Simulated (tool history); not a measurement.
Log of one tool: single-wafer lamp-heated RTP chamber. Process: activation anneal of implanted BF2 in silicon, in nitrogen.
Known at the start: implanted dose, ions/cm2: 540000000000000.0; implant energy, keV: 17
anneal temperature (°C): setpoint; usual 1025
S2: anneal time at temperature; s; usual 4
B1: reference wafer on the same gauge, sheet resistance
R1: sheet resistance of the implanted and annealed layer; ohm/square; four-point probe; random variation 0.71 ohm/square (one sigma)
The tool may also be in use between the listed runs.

Run 1, day 0.000: usual settings; B1 250.10. Result: R1 291.69 ohm/square.
Run 2, day 0.596: usual settings; B1 250.13. Result: R1 292.26 ohm/square.
Run 3, day 1.292: usual settings; B1 250.01. Result: R1 291.08 ohm/square.
Run 4, day 1.742: usual settings but S2 3 s; B1 249.92. Result: R1 294.22 ohm/square.
Run 5, day 2.388: usual settings but S2 3 s; B1 250.19. Result: R1 293.64 ohm/square.
Run 6, day 2.725: usual settings; B1 249.91. Result: R1 290.60 ohm/square.
Run 7, day 3.367: usual settings; B1 250.01. Result: R1 289.56 ohm/square.
At day 3.717: pyrometer window cleaned and pyrometer calibrated.
Run 8, day 3.738: usual settings but S2 6 s; B1 250.30. Result: R1 292.78 ohm/square.
Run 9, day 4.171: usual settings but anneal temperature (°C) 1035, S2 3 s; B1 250.23. Result: R1 294.43 ohm/square.
Run 10, day 4.900: usual settings but anneal temperature (°C) 1048, S2 3 s; B1 250.01. Result: R1 286.49 ohm/square.
At day 6.829: gauge calibrated.
Run 11, day 6.904: usual settings but anneal temperature (°C) 1048; B1 249.95. Result: R1 283.36 ohm/square.
Run 12, day 7.175: usual settings; B1 249.71. Result: R1 297.91 ohm/square.
At day 7.588: reflector plate cleaned.
Run 13, day 7.838: usual settings but S2 5 s; B1 249.91. Result: R1 294.60 ohm/square.
Run 14, day 8.454: usual settings but anneal temperature (°C) 1000, S2 3 s; B1 249.88. Result: R1 322.82 ohm/square.
Run 15, day 9.296: usual settings but anneal temperature (°C) 1051; B1 249.80. Result: R1 280.73 ohm/square.
Run 16, day 9.708: usual settings but anneal temperature (°C) 1009; B1 250.16. Result: R1 310.48 ohm/square.

Forecast each of these 3 alternatives for the next run:
Run A, day 9.725: usual settings; B1 ?. Result: R1 ?.
Run B, day 9.725: usual settings but anneal temperature (°C) 1013; B1 ?. Result: R1 ?.
Run C, day 9.725: usual settings but anneal temperature (°C) 1014, S2 5 s; B1 ?. Result: R1 ?.

run      B1      R1
  A  250.10  296.58
  B  250.10  306.00
  C  250.10  301.82
Without the tool's hidden state the same runs would have given:
run      R1
  A  297.98
  B  307.68
  C  303.40
